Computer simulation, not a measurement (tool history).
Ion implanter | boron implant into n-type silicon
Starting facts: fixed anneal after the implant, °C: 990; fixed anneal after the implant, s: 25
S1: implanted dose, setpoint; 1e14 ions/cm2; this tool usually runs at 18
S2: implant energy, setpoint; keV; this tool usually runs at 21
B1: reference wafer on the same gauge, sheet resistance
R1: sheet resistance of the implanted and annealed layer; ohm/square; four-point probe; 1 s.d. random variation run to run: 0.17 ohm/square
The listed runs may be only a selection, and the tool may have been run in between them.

Run 1, hour 0: usual settings but S1 21.53 1e14 ions/cm2, S2 19 keV; B1 81.03. Result: R1 76.68 ohm/square.
Run 2, hour 15.9: usual settings but S1 13.7 1e14 ions/cm2; B1 81.08. Result: R1 95.52 ohm/square.
Run 3, hour 45.3: usual settings but S1 13.7 1e14 ions/cm2; B1 81.1. Result: R1 95.51 ohm/square.
At hour 57.1: gauge calibrated.
Run 4, hour 60.5: usual settings but S1 20.77 1e14 ions/cm2, S2 23 keV; B1 81.08. Result: R1 73.52 ohm/square.
Run 5, hour 90.5: usual settings but S1 20.77 1e14 ions/cm2, S2 23 keV; B1 81.07. Result: R1 73.51 ohm/square.
Run 6, hour 116: usual settings but S1 20.77 1e14 ions/cm2, S2 23 keV; B1 81.07. Result: R1 73.15 ohm/square.
Run 7, hour 150.4: usual settings; B1 81.09. Result: R1 80.99 ohm/square.
Run 8, hour 170.9: usual settings; B1 81.12. Result: R1 81.22 ohm/square.
Run 9, hour 200.2: usual settings; B1 81.05. Result: R1 80.92 ohm/square.
At hour 215.6: Faraday cup replaced and dose calibrated.
Run 10, hour 235.4: usual settings; B1 81.13. Result: R1 81.12 ohm/square.
Run 11, hour 301.2: usual settings but S1 21.57 1e14 ions/cm2; B1 81.05. Result: R1 74.37 ohm/square.
Run 12, hour 318.8: usual settings but S1 21.57 1e14 ions/cm2; B1 81.07. Result: R1 73.89 ohm/square.
At hour 330.5: extraction supply calibrated.
Run 13, hour 336.8: usual settings; B1 81.12. Result: R1 81 ohm/square.
Run 14, hour 365.4: usual settings but S1 19.94 1e14 ions/cm2, S2 17.5 keV; B1 81.1. Result: R1 81.48 ohm/square.
Run 15, hour 377.5: usual settings but S2 17 keV; B1 81.12. Result: R1 86 ohm/square.
Run 16, hour 412: usual settings but S1 21.57 1e14 ions/cm2; B1 81.1. Result: R1 73.64 ohm/square.
Run 17, hour 440.9: usual settings but S1 21.11 1e14 ions/cm2, S2 26 keV; B1 81.09. Result: R1 70.66 ohm/square.
At hour 473.6: gauge calibrated.
Run 18, hour 476.2: usual settings but S1 20.11 1e14 ions/cm2, S2 19 keV; B1 81.06. Result: R1 78.76 ohm/square.
Run 19, hour 504.5: usual settings but S1 14.21 1e14 ions/cm2, S2 26.5 keV; B1 81.11. Result: R1 90.26 ohm/square.
Run 20, hour 526.1: usual settings but S1 22.98 1e14 ions/cm2, S2 14.5 keV; B1 81.08. Result: R1 83.48 ohm/square.
Run 21, hour 560.3: usual settings but S1 20.76 1e14 ions/cm2, S2 25.5 keV; B1 81.11. Result: R1 71.49 ohm/square.
Run 22, hour 583.2: usual settings but S1 20.01 1e14 ions/cm2, S2 28 keV; B1 81.06. Result: R1 71.5 ohm/square.
Run 23, hour 614.9: usual settings but S1 14.43 1e14 ions/cm2, S2 17 keV; B1 81.1. Result: R1 96.42 ohm/square.
Run 24, hour 630: usual settings but S1 22.23 1e14 ions/cm2, S2 25.5 keV; B1 81.12. Result: R1 68.96 ohm/square.
Run 25, hour 662.9: usual settings; B1 81.13. Result: R1 80.98 ohm/square.
Run 26, hour 696: usual settings; B1 81.04. Result: R1 81.14 ohm/square.
Run 27, hour 715.5: usual settings but S1 16.61 1e14 ions/cm2, S2 17 keV; B1 81.08. Result: R1 89.26 ohm/square.

Predict each of these 3 candidate next runs independently; none follows another, all start after run 27:
Run A, hour 715.9: usual settings; B1 ?. Result: R1 ?.
Run B, hour 715.9: usual settings but S1 20.32 1e14 ions/cm2, S2 23.5 keV; B1 ?. Result: R1 ?.
Run C, hour 715.9: usual settings but S1 19.52 1e14 ions/cm2, S2 26.5 keV; B1 ?. Result: R1 ?.

run    B1     R1
  A  81.1  81.12
  B  81.1   73.9
  C  81.1  73.51
Had the tool no hidden state, the same runs would have come out as:
run     R1
  A  81.12
  B   73.9
  C  73.51

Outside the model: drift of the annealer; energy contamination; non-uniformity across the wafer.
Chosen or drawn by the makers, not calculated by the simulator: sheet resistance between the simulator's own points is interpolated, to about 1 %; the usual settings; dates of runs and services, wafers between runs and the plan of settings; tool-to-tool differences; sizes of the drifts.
